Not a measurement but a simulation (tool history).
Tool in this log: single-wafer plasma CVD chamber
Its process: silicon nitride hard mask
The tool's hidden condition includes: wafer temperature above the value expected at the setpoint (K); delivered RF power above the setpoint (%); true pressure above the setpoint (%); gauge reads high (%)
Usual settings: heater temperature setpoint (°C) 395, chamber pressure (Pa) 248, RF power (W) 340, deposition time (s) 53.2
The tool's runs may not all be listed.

run,hour,heater temperature setpoint (°C),chamber pressure (Pa),RF power (W),deposition time (s),wafers since the last listed run,hours since the last thermocouple change,hours since the last RF generator calibration,hours since the last manometer calibration,hours since the showerhead was replaced,hours since the gauge calibration,"read-back reference wafer on the same gauge, thickness_nm",mean film thickness on the monitor wafer (angstrom)
1,0.0,402,248,340,53.2,0,728.6,1999.3,1031.3,8300.4,156.0,72.870,602.80
2,17.3,395,248,340,53.2,234,745.9,2016.6,1048.6,8317.7,173.3,72.936,601.49
3,33.4,395,248,340,53.2,217,762.0,2032.7,1064.7,8333.8,189.4,72.847,600.24
4,51.0,395,248,340,53.2,238,779.6,2050.3,1082.3,8351.4,207.0,72.907,604.15
5,86.8,395,248,340,53.2,484,815.4,2086.1,1118.1,8387.2,242.8,72.849,603.97
6,98.3,395,248,340,53.2,155,826.9,2097.6,1129.6,8398.7,254.3,72.858,601.99
7,116.1,395,248,340,53.2,241,844.7,2115.4,1147.4,8416.5,272.1,72.896,601.36
8,132.5,395,248,340,53.2,222,861.1,2131.8,1163.8,8432.9,288.5,72.884,601.25
9,146.6,402,248,340,58.1,190,875.2,2145.9,1177.9,8447.0,302.6,72.885,654.61
# hour 161.9: gauge calibrated
10,164.1,402,248,340,58.1,236,892.7,2163.4,1195.4,8464.5,2.2,72.888,653.56
11,171.5,402,248,340,58.1,100,900.1,2170.8,1202.8,8471.9,9.6,72.907,656.03
12,182.5,395,248,340,53.2,148,911.1,2181.8,1213.8,8482.9,20.6,72.865,601.09
13,194.4,395,248,340,53.2,161,923.0,2193.7,1225.7,8494.8,32.5,72.909,602.57
# hour 214.1: showerhead replaced
14,214.6,395,248,340,53.2,165,943.2,2213.9,1245.9,0.5,52.7,72.949,601.74
# hour 226.8: capacitance manometer re-zeroed and calibrated
15,227.3,395,248,340,53.2,63,955.9,2226.6,0.5,13.2,65.4,72.902,597.25
16,237.6,395,223,385,53.2,139,966.2,2236.9,10.8,23.5,75.7,72.877,651.40
17,247.7,395,248,320,47.1,136,976.3,2247.0,20.9,33.6,85.8,72.912,501.55
# hour 271.5: RF generator calibrated
18,272.0,381,248,340,45.3,220,1000.6,0.5,45.2,57.9,110.1,72.907,540.65
19,275.6,395,295,340,53.2,48,1004.2,4.1,48.8,61.5,113.7,72.905,655.80
20,287.4,382,248,340,60.3,159,1016.0,15.9,60.6,73.3,125.5,72.882,723.45
21,293.9,395,295,340,57.8,88,1022.5,22.4,67.1,79.8,132.0,72.928,717.54
# hour 306.1: thermocouple changed; heater temperature recalibrated
22,306.6,395,205,280,58.4,63,0.5,35.1,79.8,92.5,144.7,72.900,551.54
23,308.9,395,248,340,53.2,31,2.8,37.4,82.1,94.8,147.0,72.864,635.86
24,322.4,389,272,320,60.6,182,16.3,50.9,95.6,108.3,160.5,72.917,696.86
25,338.2,400,208,340,58.8,213,32.1,66.7,111.4,124.1,176.3,72.863,669.66
26,350.6,395,248,340,53.2,167,44.5,79.1,123.8,136.5,188.7,72.895,632.16
27,358.2,381,248,295,53.2,102,52.1,86.7,131.4,144.1,196.3,72.896,553.57
28,374.4,395,248,340,49.5,219,68.3,102.9,147.6,160.3,212.5,72.900,586.51
29,386.1,395,207,390,57.5,158,80.0,114.6,159.3,172.0,224.2,72.942,734.74

Hidden condition of the tool, last listed run before each entry between runs versus first listed run after:
After run 9, before run 10: gauge calibrated (hour 161.9)
  delivered RF power above the setpoint (%): -6.77 -> -6.83
  measured result minus the result with no hidden state, mean film thickness on the monitor wafer (angstrom): -43.37 -> -43.68
After run 13, before run 14: showerhead replaced (hour 214.1)
  delivered RF power above the setpoint (%): -6.92 -> -6.98
  measured result minus the result with no hidden state, mean film thickness on the monitor wafer (angstrom): -40.88 -> -41.23
After run 14, before run 15: capacitance manometer re-zeroed and calibrated (hour 226.8)
  delivered RF power above the setpoint (%): -6.98 -> -7.02
  measured result minus the result with no hidden state, mean film thickness on the monitor wafer (angstrom): -41.23 -> -41.18
After run 17, before run 18: RF generator calibrated (hour 271.5)
  delivered RF power above the setpoint (%): -7.09 -> -1.34
  measured result minus the result with no hidden state, mean film thickness on the monitor wafer (angstrom): -36.10 -> -6.41
After run 21, before run 22: thermocouple changed; heater temperature recalibrated (hour 306.1)
  delivered RF power above the setpoint (%): -1.4 -> -1.44
  measured result minus the result with no hidden state, mean film thickness on the monitor wafer (angstrom): -8.95 -> -7.94

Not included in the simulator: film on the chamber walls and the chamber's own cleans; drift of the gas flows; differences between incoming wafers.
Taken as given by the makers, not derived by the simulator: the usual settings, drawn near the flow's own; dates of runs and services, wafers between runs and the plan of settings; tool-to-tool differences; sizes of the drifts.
